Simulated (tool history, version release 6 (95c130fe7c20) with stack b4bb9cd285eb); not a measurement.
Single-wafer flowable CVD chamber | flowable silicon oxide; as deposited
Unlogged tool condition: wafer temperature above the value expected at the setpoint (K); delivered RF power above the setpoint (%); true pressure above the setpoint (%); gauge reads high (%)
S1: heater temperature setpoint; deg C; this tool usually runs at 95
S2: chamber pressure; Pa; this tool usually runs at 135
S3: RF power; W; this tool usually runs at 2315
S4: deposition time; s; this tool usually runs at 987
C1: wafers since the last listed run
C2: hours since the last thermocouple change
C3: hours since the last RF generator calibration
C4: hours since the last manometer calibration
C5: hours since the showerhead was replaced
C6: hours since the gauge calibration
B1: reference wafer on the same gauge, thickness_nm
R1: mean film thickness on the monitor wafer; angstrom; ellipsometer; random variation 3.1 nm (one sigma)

run,day,S1,S2,S3,S4,C1,C2,C3,C4,C5,C6,B1,R1
1,0,95,135,2315,987,0,1386.8,1672.7,117.1,2908.8,147.4,807.32,9298.72
2,1.796,95,135,2680,987,69,1429.9,1715.8,160.2,2951.9,190.5,806.349,9502.32
3,3.717,95,135,2315,987,74,1476,1761.9,206.3,2998,236.6,805.938,9334.81
4,5.4,95,135,2315,987,65,1516.4,1802.3,246.7,3038.4,277,805.771,9285.08
5,8.262,92,135,2315,987,111,1585.1,1871,315.4,3107.1,345.7,804.576,10162.37
6,10.221,95,120,2315,987,76,1632.1,1918,362.4,3154.1,392.7,805.125,8323.73
7,13.1,95,120,2315,987,112,1701.2,1987.1,431.5,3223.2,461.8,803.846,8265.54
8,15.354,95,135,2315,987,87,1755.3,2041.2,485.6,3277.3,515.9,803.518,9236.76
9,17.888,95,135,2660,987,98,1816.1,2102,546.4,3338.1,576.7,802.342,9440.82
10,23.271,110,108,2465,987,209,1945.3,2231.2,675.6,3467.3,705.9,800.764,4871.33
11,24.862,101,135,1885,863,61,1983.5,2269.4,713.8,3505.5,744.1,800.11,6511.39
12,26.358,88,135,2315,1130,58,2019.4,2305.3,749.7,3541.4,780,799.955,12877.82
13,27.383,91,159,2660,987,39,2044,2329.9,774.3,3566,804.6,799.286,12366.83
14,30.071,95,135,2440,987,104,2108.5,2394.4,838.8,3630.5,869.1,798.152,9281.98
15,31.808,95,135,2315,987,67,2150.2,2436.1,880.5,3672.2,910.8,797.398,9234.15
# day 32.754: RF generator calibrated
# day 36.538: showerhead replaced
16,36.558,95,135,2315,987,158,2264.2,91.3,994.5,0.5,1024.8,795.501,9150.9
17,38.096,91,125,2085,987,59,2301.1,128.2,1031.4,37.4,1061.7,795.422,9424.71
18,41.054,95,135,2315,1033,115,2372.1,199.2,1102.4,108.4,1132.7,794.145,9630.06
# day 42.504: thermocouple changed; heater temperature recalibrated
19,43.096,107,159,2610,1122,66,14.2,248.2,1151.4,157.4,1181.7,794.217,8790.7
20,45.192,95,119,1855,987,81,64.5,298.5,1201.7,207.7,1232,793.232,7687.67
21,47.942,89,135,2315,1146,107,130.5,364.5,1267.7,273.7,1298,791.598,12719.43
22,50.904,95,124,2315,987,115,201.6,435.6,1338.8,344.8,1369.1,791.485,8435.25
23,53.029,95,112,2315,1100,82,252.6,486.6,1389.8,395.8,1420.1,790.401,8467.9
24,54.275,95,135,2315,987,48,282.5,516.5,1419.7,425.7,1450,790.53,9083.65
# day 56.329: capacitance manometer re-zeroed and calibrated
25,56.925,95,104,2315,987,90,346.1,580.1,14.3,489.3,1513.6,789.859,7086.7
26,59.342,95,135,2315,987,94,404.1,638.1,72.3,547.3,1571.6,788.609,9156.24
27,61.146,95,135,2315,987,70,447.4,681.4,115.6,590.6,1614.9,787.42,9091.48
28,63.967,95,135,2315,987,109,515.1,749.1,183.3,658.3,1682.6,786.427,9101.45
29,65.846,95,124,2315,987,73,560.2,794.2,228.4,703.4,1727.7,786.428,8384.52

Entry by entry between the runs, the difference in hidden state between the last listed run before and the first listed run after:
Between runs 15 and 16: RF generator calibrated (day 32.754); showerhead replaced (day 36.538)
  gauge reads high (%): -1.79 -> -1.98
  difference, measured minus the result without the unlogged condition, R1: -168.57 -> -185.1 angstrom
Between runs 18 and 19: thermocouple changed; heater temperature recalibrated (day 42.504)
  gauge reads high (%): -2.16 -> -2.24
  difference, measured minus the result without the unlogged condition, R1: -212.83 -> -201.77 angstrom
Between runs 24 and 25: capacitance manometer re-zeroed and calibrated (day 56.329)
  gauge reads high (%): -2.69 -> -2.8
  difference, measured minus the result without the unlogged condition, R1: -251.13 -> -203.86 angstrom
